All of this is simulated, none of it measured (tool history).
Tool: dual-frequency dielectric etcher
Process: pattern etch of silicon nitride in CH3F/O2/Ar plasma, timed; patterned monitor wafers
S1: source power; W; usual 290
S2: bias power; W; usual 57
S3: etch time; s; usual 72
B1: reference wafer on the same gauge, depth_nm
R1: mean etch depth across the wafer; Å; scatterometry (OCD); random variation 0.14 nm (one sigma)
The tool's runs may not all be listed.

| run | hour | S1 | S2 | S3 | B1 | R1 |
|---|---|---|---|---|---|---|
| 1 | 0 | 290 | 57 | 62.5 | 38.72 | 391 |
| 2 | 31.3 | 290 | 57 | 72 | 38.69 | 449.8 |
| 3 | 57.1 | 290 | 57 | 72 | 38.71 | 450.9 |
|  | 143.9 | wet clean of the chamber |
| 4 | 174 | 320 | 57 | 81 | 38.67 | 528 |
| 5 | 243.2 | 290 | 57 | 72 | 38.7 | 449.5 |
| 6 | 268.2 | 290 | 68 | 72 | 38.69 | 496.8 |
| 7 | 295.7 | 290 | 68 | 72 | 38.72 | 495.5 |
| 8 | 347.2 | 290 | 68 | 72 | 38.7 | 494.7 |
| 9 | 387.7 | 290 | 57 | 72 | 38.72 | 451.9 |
|  | 560.7 | gauge calibrated |
| 10 | 575.4 | 320 | 66 | 53 | 38.69 | 374.5 |
| 11 | 633.7 | 240 | 70 | 72 | 38.73 | 462.1 |
|  | 665.1 | bias power generator calibrated |
|  | 699.8 | wet clean of the chamber |
|  | 724.3 | upper electrode replaced |
| 12 | 724.8 | 290 | 52 | 65 | 38.72 | 388 |
| 13 | 741.1 | 240 | 64 | 88.5 | 38.72 | 545.7 |
|  | 783.6 | source power generator calibrated |
| 14 | 786.3 | 290 | 52 | 65 | 38.7 | 387 |
| 15 | 840.2 | 260 | 49 | 85.5 | 38.7 | 472.1 |
| 16 | 870.5 | 290 | 57 | 52 | 38.73 | 325.9 |
| 17 | 911.6 | 240 | 57 | 72 | 38.71 | 417.3 |
| 18 | 958.2 | 350 | 57 | 72 | 38.69 | 489.8 |
| 19 | 991.7 | 220 | 57 | 58 | 38.68 | 321.8 |
| 20 | 1044.8 | 290 | 57 | 62.5 | 38.7 | 391.1 |
| 21 | 1094.8 | 290 | 65 | 72 | 38.68 | 484.7 |
|  | 1157.4 | wet clean of the chamber |
| 22 | 1157.9 | 290 | 62 | 78 | 38.73 | 511.8 |
| 23 | 1183.1 | 290 | 57 | 72 | 38.7 | 450.8 |
| 24 | 1222.1 | 290 | 57 | 72 | 38.7 | 451.9 |
| 25 | 1282.4 | 290 | 57 | 87 | 38.68 | 544.5 |
| 26 | 1447.6 | 290 | 57 | 72 | 38.71 | 452.2 |
| 27 | 1545.6 | 290 | 46 | 72 | 38.69 | 400.2 |
|  | 1597.4 | wet clean of the chamber |
| 28 | 1597.9 | 290 | 46 | 72 | 38.73 | 399.1 |
| 29 | 1650.8 | 330 | 57 | 57.5 | 38.68 | 382 |
| 30 | 1699.3 | 360 | 66 | 92 | 38.68 | 680.3 |

4 ways to go on from here, each from the tool as it stands after run 30. What would each give?
| A | 1699.7 | 290 | 57 | 72 | ? | ? |
| B | 1699.7 | 290 | 57 | 81.5 | ? | ? |
| C | 1699.7 | 260 | 69 | 57.5 | ? | ? |
| D | 1699.7 | 290 | 57 | 90.5 | ? | ? |

| run | B1 | R1 |
|---|---|---|
| A | 38.74 | 451.9 |
| B | 38.74 | 511.5 |
| C | 38.74 | 381.1 |
| D | 38.74 | 568 |
Without the tool's hidden state the same runs would have given:
| run | R1 |
|---|---|
| A | 451.9 |
| B | 511.5 |
| C | 381.1 |
| D | 568 |

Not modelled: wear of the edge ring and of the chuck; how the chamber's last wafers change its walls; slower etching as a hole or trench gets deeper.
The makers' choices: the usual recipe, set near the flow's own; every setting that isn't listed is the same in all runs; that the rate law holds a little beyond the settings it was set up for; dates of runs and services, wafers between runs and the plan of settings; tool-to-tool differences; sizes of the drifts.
